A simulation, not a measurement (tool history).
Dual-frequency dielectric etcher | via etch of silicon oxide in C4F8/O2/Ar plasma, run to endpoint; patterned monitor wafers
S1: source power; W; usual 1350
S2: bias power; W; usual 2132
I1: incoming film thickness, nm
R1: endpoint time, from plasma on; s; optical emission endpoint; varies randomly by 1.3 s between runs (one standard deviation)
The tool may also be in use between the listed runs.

run 1 day=0.000 | S1=1350 S2=2132 | I1=1015.7 | R1=221.1
run 2 day=2.062 | S1=1510 S2=2446 | I1=1030.1 | R1=209.9
run 3 day=4.871 | S1=1510 S2=2446 | I1=1010.5 | R1=206.0
run 4 day=7.033 | S1=1510 S2=2446 | I1=1012.7 | R1=204.5
-- day=8.879 wet clean of the chamber
run 5 day=8.900 | S1=1350 S2=1820 | I1=1012.8 | R1=233.4
run 6 day=10.096 | S1=1350 S2=1820 | I1=1015.8 | R1=235.5
run 7 day=12.262 | S1=1350 S2=1820 | I1=1009.8 | R1=232.3
run 8 day=14.633 | S1=1350 S2=2132 | I1=1021.3 | R1=227.7
run 9 day=16.717 | S1=1350 S2=2132 | I1=1018.9 | R1=224.0
run 10 day=18.217 | S1=1350 S2=2132 | I1=1015.4 | R1=227.5
run 11 day=19.471 | S1=1350 S2=2132 | I1=1016.6 | R1=224.7
run 12 day=22.075 | S1=1350 S2=2132 | I1=997.0 | R1=219.9
-- day=24.125 upper electrode replaced
run 13 day=24.146 | S1=1350 S2=2132 | I1=1015.0 | R1=224.0
run 14 day=26.538 | S1=1690 S2=1844 | I1=1016.1 | R1=214.1
-- day=27.100 source power generator calibrated
run 15 day=28.692 | S1=1640 S2=2605 | I1=1007.2 | R1=196.8
run 16 day=31.129 | S1=1650 S2=1660 | I1=1019.0 | R1=220.0
-- day=31.575 bias power generator calibrated
run 17 day=34.062 | S1=1350 S2=2132 | I1=1018.2 | R1=218.8
-- day=36.154 wet clean of the chamber
run 18 day=36.175 | S1=1350 S2=2132 | I1=1012.6 | R1=226.4
run 19 day=36.808 | S1=1190 S2=2390 | I1=1013.7 | R1=228.4
run 20 day=37.825 | S1=1350 S2=2513 | I1=1004.2 | R1=213.6
run 21 day=40.512 | S1=1190 S2=2452 | I1=1003.8 | R1=222.5
run 22 day=41.683 | S1=1350 S2=2132 | I1=1011.4 | R1=222.6
run 23 day=43.638 | S1=1040 S2=1932 | I1=1016.5 | R1=248.7
run 24 day=44.862 | S1=1160 S2=2555 | I1=1018.2 | R1=226.9
run 25 day=46.679 | S1=1350 S2=2132 | I1=996.8 | R1=220.0
run 26 day=48.042 | S1=1090 S2=2132 | I1=1006.2 | R1=234.6

Predict each of these 4 candidate next runs independently; none follows another, all start after run 26:
run A day=48.062 | S1=1350 S2=1989 | I1=1020.6 | R1=?
run B day=48.062 | S1=1640 S2=2414 | I1=1020.6 | R1=?
run C day=48.062 | S1=1640 S2=2288 | I1=1020.6 | R1=?
run D day=48.062 | S1=1560 S2=2132 | I1=1020.6 | R1=?

run=A R1=228.7
run=B R1=206.4
run=C R1=209.0
run=D R1=215.6
What these runs would have given with no unlogged condition in the tool:
run=A R1=233.2
run=B R1=210.4
run=C R1=213.0
run=D R1=219.8
